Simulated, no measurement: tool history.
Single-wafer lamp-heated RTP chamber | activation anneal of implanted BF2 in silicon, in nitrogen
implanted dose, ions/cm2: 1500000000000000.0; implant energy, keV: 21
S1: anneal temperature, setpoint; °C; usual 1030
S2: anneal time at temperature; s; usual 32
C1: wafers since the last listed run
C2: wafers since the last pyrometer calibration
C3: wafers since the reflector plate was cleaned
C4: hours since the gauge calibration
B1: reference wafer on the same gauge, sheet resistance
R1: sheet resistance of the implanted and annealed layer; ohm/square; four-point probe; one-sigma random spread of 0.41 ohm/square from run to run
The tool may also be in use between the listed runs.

run,hour,S1,S2,C1,C2,C3,C4,B1,R1
1,0.0,1008,32,0,2921,6425,153.2,131.07,133.44
2,12.1,1030,23,128,3050,6553,165.3,131.12,122.79
3,20.5,1030,32,89,3139,6642,173.7,131.13,115.99
4,36.9,1030,32,174,3313,6816,190.1,130.99,115.91
5,45.7,1030,32,93,3406,6910,198.9,130.90,114.99
# hour 93.2: pyrometer window cleaned and pyrometer calibrated
6,98.9,1030,32,479,60,7390,252.1,130.94,123.11
# hour 98.9: gauge calibrated
7,107.1,1030,32,87,147,7477,8.2,131.01,122.68
8,120.9,1030,32,146,293,7623,22.0,130.93,122.11
9,131.5,1030,32,112,406,7736,32.6,131.00,120.90
10,145.0,1030,24,143,549,7879,46.1,131.04,125.38
# hour 159.6: reflector plate cleaned
11,160.1,1049,19,75,624,5,61.2,130.92,122.22

Forecast run 12:
12,169.5,1030,32,99,724,104,70.6,?,?

B1: 130.98
R1: 125.14 ohm/square
Were there no unlogged condition in the tool, this run, its random variation unchanged, would have produced R1 129.65 ohm/square.
